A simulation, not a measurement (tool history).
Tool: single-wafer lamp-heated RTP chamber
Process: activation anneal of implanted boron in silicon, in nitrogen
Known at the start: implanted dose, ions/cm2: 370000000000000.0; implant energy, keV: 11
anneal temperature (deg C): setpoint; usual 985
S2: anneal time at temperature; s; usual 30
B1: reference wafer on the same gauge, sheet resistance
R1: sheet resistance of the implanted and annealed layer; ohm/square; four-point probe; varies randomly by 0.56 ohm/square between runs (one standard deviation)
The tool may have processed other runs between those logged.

run 1 day=0.000 | anneal_temperature_(deg_C)=985 S2=30 | B1=317.87 | R1=263.68
run 2 day=3.183 | anneal_temperature_(deg_C)=985 S2=30 | B1=318.16 | R1=263.57
run 3 day=5.075 | anneal_temperature_(deg_C)=985 S2=30 | B1=317.90 | R1=263.06
run 4 day=7.958 | anneal_temperature_(deg_C)=985 S2=30 | B1=318.01 | R1=263.60
run 5 day=10.617 | anneal_temperature_(deg_C)=985 S2=30 | B1=317.95 | R1=263.08
-- day=13.462 reflector plate cleaned
run 6 day=13.483 | anneal_temperature_(deg_C)=985 S2=30 | B1=317.69 | R1=265.09
-- day=15.488 pyrometer window cleaned and pyrometer calibrated
run 7 day=24.104 | anneal_temperature_(deg_C)=985 S2=30 | B1=317.89 | R1=266.92
run 8 day=26.271 | anneal_temperature_(deg_C)=985 S2=30 | B1=318.20 | R1=265.59
run 9 day=28.738 | anneal_temperature_(deg_C)=985 S2=30 | B1=317.94 | R1=266.35
run 10 day=32.600 | anneal_temperature_(deg_C)=985 S2=30 | B1=318.10 | R1=266.23
run 11 day=34.904 | anneal_temperature_(deg_C)=985 S2=30 | B1=317.85 | R1=264.62
run 12 day=38.608 | anneal_temperature_(deg_C)=985 S2=30 | B1=318.20 | R1=264.83
run 13 day=40.933 | anneal_temperature_(deg_C)=985 S2=30 | B1=317.76 | R1=263.71
-- day=43.596 gauge calibrated
-- day=51.942 pyrometer window cleaned and pyrometer calibrated
run 14 day=54.088 | anneal_temperature_(deg_C)=985 S2=30 | B1=317.92 | R1=265.19
run 15 day=56.921 | anneal_temperature_(deg_C)=969 S2=43 | B1=318.09 | R1=270.07
run 16 day=60.704 | anneal_temperature_(deg_C)=985 S2=30 | B1=317.82 | R1=264.89
-- day=61.296 reflector plate cleaned
run 17 day=62.996 | anneal_temperature_(deg_C)=1013 S2=22 | B1=317.91 | R1=262.59
run 18 day=66.921 | anneal_temperature_(deg_C)=994 S2=42 | B1=317.97 | R1=262.44
run 19 day=68.825 | anneal_temperature_(deg_C)=967 S2=41 | B1=318.13 | R1=271.98
run 20 day=70.975 | anneal_temperature_(deg_C)=1004 S2=13 | B1=317.82 | R1=264.50
run 21 day=74.942 | anneal_temperature_(deg_C)=1012 S2=23 | B1=317.99 | R1=262.24
run 22 day=77.533 | anneal_temperature_(deg_C)=985 S2=23 | B1=317.97 | R1=265.66
run 23 day=82.050 | anneal_temperature_(deg_C)=999 S2=40 | B1=317.95 | R1=261.51
-- day=84.867 pyrometer window cleaned and pyrometer calibrated
run 24 day=85.408 | anneal_temperature_(deg_C)=1012 S2=38 | B1=317.91 | R1=260.87
run 25 day=89.475 | anneal_temperature_(deg_C)=1003 S2=13 | B1=318.17 | R1=263.82
run 26 day=93.233 | anneal_temperature_(deg_C)=1010 S2=41 | B1=317.87 | R1=261.53
run 27 day=96.433 | anneal_temperature_(deg_C)=1003 S2=30 | B1=318.12 | R1=262.44
run 28 day=98.638 | anneal_temperature_(deg_C)=964 S2=30 | B1=318.00 | R1=272.93
run 29 day=100.621 | anneal_temperature_(deg_C)=995 S2=47 | B1=317.77 | R1=261.34
-- day=107.900 reflector plate cleaned
run 30 day=113.600 | anneal_temperature_(deg_C)=1014 S2=43 | B1=317.85 | R1=259.70
run 31 day=117.050 | anneal_temperature_(deg_C)=958 S2=44 | B1=317.73 | R1=275.38
-- day=119.879 pyrometer window cleaned and pyrometer calibrated
run 32 day=120.454 | anneal_temperature_(deg_C)=985 S2=30 | B1=318.02 | R1=268.22
run 33 day=122.192 | anneal_temperature_(deg_C)=976 S2=16 | B1=318.02 | R1=274.90
run 34 day=126.146 | anneal_temperature_(deg_C)=956 S2=30 | B1=318.10 | R1=288.61
run 35 day=128.308 | anneal_temperature_(deg_C)=985 S2=41 | B1=318.09 | R1=264.77
run 36 day=130.688 | anneal_temperature_(deg_C)=1014 S2=43 | B1=317.93 | R1=260.16
run 37 day=136.379 | anneal_temperature_(deg_C)=985 S2=30 | B1=317.74 | R1=265.65

What the log doesn't show, run by run:
gauge reads high (%): 0 on each run
H1: true wafer temperature minus pyrometer reading, K
H2: wafer temperature error from the tarnished reflector plate, K
run=1 H1=6.35 H2=6.65
run=2 H1=7.48 H2=7.62
run=3 H1=8.15 H2=8.23
run=4 H1=9.17 H2=9.22
run=5 H1=10.1 H2=10.2
run=6 H1=11.1 H2=0.513
run=7 H1=4.03 H2=0.948
run=8 H1=4.79 H2=1.14
run=9 H1=5.67 H2=1.41
run=10 H1=7.04 H2=1.92
run=11 H1=7.85 H2=2.28
run=12 H1=9.17 H2=2.94
run=13 H1=9.99 H2=3.41
run=14 H1=1.22 H2=6.85
run=15 H1=2.22 H2=7.77
run=16 H1=3.56 H2=9.09
run=17 H1=4.38 H2=0.933
run=18 H1=5.77 H2=1.04
run=19 H1=6.44 H2=1.14
run=20 H1=7.2 H2=1.28
run=21 H1=8.61 H2=1.64
run=22 H1=9.53 H2=1.93
run=23 H1=11.1 H2=2.58
run=24 H1=0.892 H2=3.16
run=25 H1=2.33 H2=3.97
run=26 H1=3.66 H2=4.84
run=27 H1=4.8 H2=5.66
run=28 H1=5.58 H2=6.28
run=29 H1=6.28 H2=6.86
run=30 H1=10.9 H2=0.665
run=31 H1=12.1 H2=0.862
run=32 H1=0.939 H2=1.15
run=33 H1=1.55 H2=1.32
run=34 H1=2.96 H2=1.82
run=35 H1=3.72 H2=2.14
run=36 H1=4.56 H2=2.53
run=37 H1=6.58 H2=3.66
